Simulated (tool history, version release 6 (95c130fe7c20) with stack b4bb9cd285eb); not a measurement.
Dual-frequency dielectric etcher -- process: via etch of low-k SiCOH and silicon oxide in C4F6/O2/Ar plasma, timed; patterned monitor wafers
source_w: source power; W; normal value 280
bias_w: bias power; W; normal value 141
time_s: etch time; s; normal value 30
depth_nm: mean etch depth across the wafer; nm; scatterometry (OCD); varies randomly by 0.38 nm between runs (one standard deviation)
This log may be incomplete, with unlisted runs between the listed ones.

| run | hour | source_w | bias_w | time_s | wafers since the last listed run | hours since the last wet clean | hours since the last source power generator calibration | hours since the last bias power generator calibration | hours since the last upper electrode change | hours since the gauge calibration | read-back reference wafer on the same gauge, depth_nm | depth_nm |
|---|---|---|---|---|---|---|---|---|---|---|---|---|
| 1 | 0 | 280 | 132 | 30 | 0 | 161.4 | 2109.2 | 2156.3 | 3133.7 | 77.9 | 63.1 | 56.8 |
| 2 | 35.8 | 280 | 132 | 30 | 325 | 197.2 | 2145 | 2192.1 | 3169.5 | 113.7 | 63.2 | 57.2 |
| 3 | 93.7 | 280 | 141 | 30 | 525 | 255.1 | 2202.9 | 2250 | 3227.4 | 171.6 | 63.2 | 57.9 |
| 4 | 123.7 | 280 | 141 | 30 | 272 | 285.1 | 2232.9 | 2280 | 3257.4 | 201.6 | 63 | 57.4 |
|  | 168.3 | wet clean of the chamber |
| 5 | 168.8 | 280 | 141 | 26 | 191 | 0.5 | 2278 | 2325.1 | 3302.5 | 246.7 | 63 | 52.1 |
| 6 | 213.7 | 280 | 141 | 26 | 407 | 45.4 | 2322.9 | 2370 | 3347.4 | 291.6 | 63 | 51.9 |
| 7 | 247.1 | 280 | 141 | 26 | 303 | 78.8 | 2356.3 | 2403.4 | 3380.8 | 325 | 62.7 | 52 |
| 8 | 295.3 | 280 | 141 | 30 | 437 | 127 | 2404.5 | 2451.6 | 3429 | 373.2 | 63.1 | 58.7 |
| 9 | 331.3 | 280 | 141 | 30 | 326 | 163 | 2440.5 | 2487.6 | 3465 | 409.2 | 63 | 58.8 |
| 10 | 370.1 | 280 | 141 | 27.5 | 352 | 201.8 | 2479.3 | 2526.4 | 3503.8 | 448 | 62.9 | 53.3 |
| 11 | 402.8 | 280 | 141 | 27.5 | 296 | 234.5 | 2512 | 2559.1 | 3536.5 | 480.7 | 62.9 | 52.9 |
| 12 | 454 | 280 | 124 | 30 | 464 | 285.7 | 2563.2 | 2610.3 | 3587.7 | 531.9 | 63 | 55.2 |
|  | 493.7 | source power generator calibrated |
| 13 | 502.4 | 280 | 124 | 30 | 403 | 334.1 | 8.7 | 2658.7 | 3636.1 | 580.3 | 63 | 55 |
|  | 537.4 | wet clean of the chamber |
| 14 | 555.6 | 280 | 124 | 30 | 265 | 18.2 | 61.9 | 2711.9 | 3689.3 | 633.5 | 63 | 56.8 |
| 15 | 593.3 | 250 | 172 | 23 | 342 | 55.9 | 99.6 | 2749.6 | 3727 | 671.2 | 63.1 | 47.1 |
| 16 | 663.7 | 280 | 141 | 30 | 639 | 126.3 | 170 | 2820 | 3797.4 | 741.6 | 63 | 58.3 |
| 17 | 687.7 | 310 | 161 | 38.5 | 217 | 150.3 | 194 | 2844 | 3821.4 | 765.6 | 63 | 80.6 |
|  | 771 | bias power generator calibrated |
| 18 | 801.8 | 330 | 114 | 23.5 | 999 | 264.4 | 308.1 | 30.8 | 3935.5 | 879.7 | 63.1 | 44.5 |
|  | 844.3 | gauge calibrated |
|  | 854.2 | wet clean of the chamber |
| 19 | 854.7 | 330 | 141 | 30 | 262 | 0.5 | 361 | 83.7 | 3988.4 | 10.4 | 62.9 | 64 |
| 20 | 880.1 | 280 | 129 | 30 | 230 | 25.9 | 386.4 | 109.1 | 4013.8 | 35.8 | 63 | 58.8 |
| 21 | 915.4 | 220 | 159 | 30 | 320 | 61.2 | 421.7 | 144.4 | 4049.1 | 71.1 | 63.1 | 57 |
|  | 958 | upper electrode replaced |
| 22 | 958.5 | 280 | 129 | 30 | 173 | 104.3 | 464.8 | 187.5 | 0.5 | 114.2 | 62.9 | 57.7 |
| 23 | 991.9 | 280 | 141 | 30 | 303 | 137.7 | 498.2 | 220.9 | 33.9 | 147.6 | 63 | 58.5 |
| 24 | 1037 | 280 | 155 | 30 | 409 | 182.8 | 543.3 | 266 | 79 | 192.7 | 63.2 | 60.5 |
| 25 | 1101.1 | 280 | 141 | 30 | 582 | 246.9 | 607.4 | 330.1 | 143.1 | 256.8 | 63.1 | 58.3 |
| 26 | 1148.3 | 240 | 107 | 30 | 428 | 294.1 | 654.6 | 377.3 | 190.3 | 304 | 63 | 50.3 |
| 27 | 1173.6 | 280 | 129 | 30 | 229 | 319.4 | 679.9 | 402.6 | 215.6 | 329.3 | 63 | 56.5 |
|  | 1217.9 | wet clean of the chamber |
| 28 | 1221.1 | 210 | 141 | 23.5 | 213 | 3.2 | 727.4 | 450.1 | 263.1 | 376.8 | 63.2 | 42 |

What if the next run were any one of these 4? Each begins from the tool's condition after run 28:
| A | 1221.5 | 280 | 141 | 21 | 3 | 3.6 | 727.8 | 450.5 | 263.5 | 377.2 | ? | ? |
| B | 1221.5 | 320 | 113 | 30 | 3 | 3.6 | 727.8 | 450.5 | 263.5 | 377.2 | ? | ? |
| C | 1221.5 | 280 | 164 | 30 | 3 | 3.6 | 727.8 | 450.5 | 263.5 | 377.2 | ? | ? |
| D | 1221.5 | 300 | 112 | 24.5 | 3 | 3.6 | 727.8 | 450.5 | 263.5 | 377.2 | ? | ? |

| run | read-back reference wafer on the same gauge, depth_nm | depth_nm |
|---|---|---|
| A | 63 | 41.6 |
| B | 63 | 58.3 |
| C | 63 | 62.4 |
| D | 63 | 46.4 |
With the hidden condition removed and each run's random variation left untouched, the same runs would have given:
| run | depth_nm |
|---|---|
| A | 41.7 |
| B | 58.3 |
| C | 62.5 |
| D | 46.5 |

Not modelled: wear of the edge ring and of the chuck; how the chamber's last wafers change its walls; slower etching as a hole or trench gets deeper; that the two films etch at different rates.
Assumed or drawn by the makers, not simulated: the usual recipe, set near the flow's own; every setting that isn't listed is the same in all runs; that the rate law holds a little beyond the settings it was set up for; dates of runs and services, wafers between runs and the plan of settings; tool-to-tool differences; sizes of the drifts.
